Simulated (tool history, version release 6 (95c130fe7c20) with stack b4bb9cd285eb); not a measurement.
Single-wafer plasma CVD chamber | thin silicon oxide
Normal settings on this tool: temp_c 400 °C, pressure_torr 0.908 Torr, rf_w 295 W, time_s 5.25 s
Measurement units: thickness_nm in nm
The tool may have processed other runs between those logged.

run   hour  temp_c  pressure_torr  rf_w  time_s  wafers since the last listed run  hours since the last thermocouple change  hours since the last RF generator calibration  hours since the last manometer calibration  hours since the showerhead was replaced  hours since the gauge calibration  read-back reference wafer on the same gauge, thickness_nm  thickness_nm
  1    0.0     400          0.908   295    6.07                                 0                                     654.3                                          372.1                                      1546.3                                   7682.4                              245.1                                                      8.615        12.080
  2   33.9     394          0.908   295    5.25                               755                                     688.2                                          406.0                                      1580.2                                   7716.3                              279.0                                                      8.624        10.493
  3   59.5     394          0.908   295    5.25                               570                                     713.8                                          431.6                                      1605.8                                   7741.9                              304.6                                                      8.638        10.522
  4   81.3     400          0.908   270    5.25                               485                                     735.6                                          453.4                                      1627.6                                   7763.7                              326.4                                                      8.635        10.100
  5   95.1     400          0.908   270    5.25                               307                                     749.4                                          467.2                                      1641.4                                   7777.5                              340.2                                                      8.641        10.110
  6  114.6     400          0.908   270    5.25                               434                                     768.9                                          486.7                                      1660.9                                   7797.0                              359.7                                                      8.643        10.065
  7  146.1     400          0.908   295    5.25                               701                                     800.4                                          518.2                                      1692.4                                   7828.5                              391.2                                                      8.645        10.480
     158.9  -- capacitance manometer re-zeroed and calibrated
  8  170.9     400          0.908   295    5.25                               374                                     825.2                                          543.0                                        12.0                                   7853.3                              416.0                                                      8.644        10.454
  9  193.5     400          0.908   295    4.69                               503                                     847.8                                          565.6                                        34.6                                   7875.9                              438.6                                                      8.646         9.368
     223.1  -- showerhead replaced
 10  223.6     400          0.908   295    4.69                               492                                     877.9                                          595.7                                        64.7                                      0.5                              468.7                                                      8.649         9.384
 11  242.7     400          0.908   295    4.69                               425                                     897.0                                          614.8                                        83.8                                     19.6                              487.8                                                      8.648         9.390
 12  256.7     400          0.969   345    4.25                               311                                     911.0                                          628.8                                        97.8                                     33.6                              501.8                                                      8.655         9.473
 13  273.2     400          0.908   295    5.25                               367                                     927.5                                          645.3                                       114.3                                     50.1                              518.3                                                      8.659        10.488
 14  302.0     391          0.780   345    5.25                               641                                     956.3                                          674.1                                       143.1                                     78.9                              547.1                                                      8.655        10.081
 15  316.1     405          0.908   295    5.77                               314                                     970.4                                          688.2                                       157.2                                     93.0                              561.2                                                      8.663        11.531
     322.3  -- gauge calibrated
     352.8  -- thermocouple changed; heater temperature recalibrated
 16  353.3     387          0.908   335    4.59                               650                                       0.5                                          725.4                                       194.4                                    130.2                               31.0                                                      8.507         9.593
     370.8  -- RF generator calibrated
 17  371.3     400          0.835   295    5.25                               222                                      18.5                                            0.5                                       212.4                                    148.2                               49.0                                                      8.524         9.741
 18  386.1     400          0.793   345    5.25                               329                                      33.3                                           15.3                                       227.2                                    163.0                               63.8                                                      8.531        10.095
 19  402.4     400          0.968   345    6.09                               363                                      49.6                                           31.6                                       243.5                                    179.3                               80.1                                                      8.547        13.432
 20  469.3     400          1.029   275    4.87                              1490                                     116.5                                           98.5                                       310.4                                    246.2                              147.0                                                      8.585        10.169
 21  498.8     400          0.908   295    5.25                               657                                     146.0                                          128.0                                       339.9                                    275.7                              176.5                                                      8.592        10.426
 22  514.4     406          1.123   295    5.25                               347                                     161.6                                          143.6                                       355.5                                    291.3                              192.1                                                      8.601        11.827
 23  549.6     400          0.908   245    5.57                               784                                     196.8                                          178.8                                       390.7                                    326.5                              227.3                                                      8.608        10.169
 24  563.4     393          0.690   295    5.25                               307                                     210.6                                          192.6                                       404.5                                    340.3                              241.1                                                      8.618         8.612
 25  589.3     413          1.111   295    6.21                               577                                     236.5                                          218.5                                       430.4                                    366.2                              267.0                                                      8.627        13.881
 26  605.7     400          0.908   295    5.25                               365                                     252.9                                          234.9                                       446.8                                    382.6                              283.4                                                      8.627        10.470
 27  643.6     390          0.796   345    4.85                               844                                     290.8                                          272.8                                       484.7                                    420.5                              321.3                                                      8.631         9.464
 28  659.7     400          0.908   295    5.25                               358                                     306.9                                          288.9                                       500.8                                    436.6                              337.4                                                      8.637        10.442
 29  691.8     400          0.908   355    4.47                               715                                     339.0                                          321.0                                       532.9                                    468.7                              369.5                                                      8.639         9.616

Alternative continuations, all from the tool just after run 29; predict every row:
  A  692.2     400          1.018   295    5.25                                 8                                     339.4                                          321.4                                       533.3                                    469.1                              369.9                                                          ?             ?
  B  692.2     400          0.908   265    5.87                                 8                                     339.4                                          321.4                                       533.3                                    469.1                              369.9                                                          ?             ?
  C  692.2     404          0.908   295    5.25                                 8                                     339.4                                          321.4                                       533.3                                    469.1                              369.9                                                          ?             ?
  D  692.2     400          1.119   295    6.04                                 8                                     339.4                                          321.4                                       533.3                                    469.1                              369.9                                                          ?             ?

run  read-back reference wafer on the same gauge, thickness_nm  thickness_nm
  A                                                      8.643        11.327
  B                                                      8.643        11.207
  C                                                      8.643        10.469
  D                                                      8.643        13.738
With the hidden condition removed and each run's random variation left untouched, the same runs would have given:
run  thickness_nm
  A        11.144
  B        11.026
  C        10.299
  D        13.516
